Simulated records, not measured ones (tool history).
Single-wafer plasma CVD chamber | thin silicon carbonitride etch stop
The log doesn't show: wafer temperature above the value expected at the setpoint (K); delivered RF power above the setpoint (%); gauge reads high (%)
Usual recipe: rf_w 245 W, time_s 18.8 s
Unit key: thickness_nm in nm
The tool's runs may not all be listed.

run,day,rf_w,time_s,wafers since the last listed run,hours since the last thermocouple change,hours since the last RF generator calibration,hours since the showerhead was replaced,hours since the gauge calibration,"read-back reference wafer on the same gauge, thickness_nm",thickness_nm
1,0,245,18.8,0,1862.8,1967.9,4862.9,701.2,12.698,11.449
2,1.308,245,18.8,673,1894.2,1999.3,4894.3,732.6,12.707,11.423
3,2.104,245,18.8,409,1913.3,2018.4,4913.4,751.7,12.712,11.444
4,3.583,245,18.8,761,1948.8,2053.9,4948.9,787.2,12.705,11.441
5,5.067,255,18.8,763,1984.4,2089.5,4984.5,822.8,12.702,11.597
6,6.279,255,18.8,624,2013.5,2118.6,5013.6,851.9,12.697,11.619
7,6.846,245,16.9,291,2027.1,2132.2,5027.2,865.5,12.695,10.286
8,7.421,245,16.9,295,2040.9,2146,5041,879.3,12.692,10.206
9,8.021,245,18.8,308,2055.3,2160.4,5055.4,893.7,12.707,11.432
10,11.692,245,18.8,1889,2143.4,2248.5,5143.5,981.8,12.703,11.372
# day 12.308: gauge calibrated
11,12.388,230,18.8,358,2160.1,2265.2,5160.2,1.9,12.698,11.072
12,13.229,230,18.8,433,2180.3,2285.4,5180.4,22.1,12.694,11.042
13,14.704,235,18.8,759,2215.7,2320.8,5215.8,57.5,12.695,11.139
14,15.221,245,18.8,265,2228.1,2333.2,5228.2,69.9,12.703,11.336
15,15.979,205,15.3,390,2246.3,2351.4,5246.4,88.1,12.711,8.5
16,17.088,245,22.3,570,2272.9,2378,5273,114.7,12.695,13.399
17,18.454,245,18.8,703,2305.7,2410.8,5305.8,147.5,12.709,11.361
18,19.338,265,18.8,454,2326.9,2432,5327,168.7,12.702,11.747
19,20.767,245,18.8,735,2361.2,2466.3,5361.3,203,12.702,11.34
# day 21.583: showerhead replaced, of another model than before
20,22.212,245,21.8,572,2395.9,2501,15.1,237.7,12.703,13.433
# day 22.821: thermocouple changed; heater temperature recalibrated
21,23.592,260,16.8,538,18.5,2534.1,48.2,270.8,12.699,10.498
22,24.746,245,17.3,594,46.2,2561.8,75.9,298.5,12.696,10.663
# day 25.154: RF generator calibrated
23,25.629,245,18.8,283,67.4,11.4,97.1,319.7,12.692,11.81
24,27.021,220,18.8,716,100.8,44.8,130.5,353.1,12.69,11.547
25,28.517,275,22.1,769,136.7,80.7,166.4,389,12.688,14.289
26,29.762,270,18.8,641,166.6,110.6,196.3,418.9,12.709,12.085
27,30.321,245,18.8,287,180,124,209.7,432.3,12.698,11.767
28,30.942,245,20,319,194.9,138.9,224.6,447.2,12.69,12.603
29,32.146,245,18.8,619,223.8,167.8,253.5,476.1,12.703,11.76

Branching from run 29: 4 alternative next runs. What would each branch give?
A,32.162,205,18.8,8,224.2,168.2,253.9,476.5,?,?
B,32.162,265,20.9,8,224.2,168.2,253.9,476.5,?,?
C,32.162,215,17.1,8,224.2,168.2,253.9,476.5,?,?
D,32.162,245,15.4,8,224.2,168.2,253.9,476.5,?,?

run,"read-back reference wafer on the same gauge, thickness_nm",thickness_nm
A,12.706,11.312
B,12.706,13.365
C,12.706,10.404
D,12.706,9.663
Without the tool's hidden state the same runs would have given:
run,thickness_nm
A,11.364
B,13.425
C,10.451
D,9.707
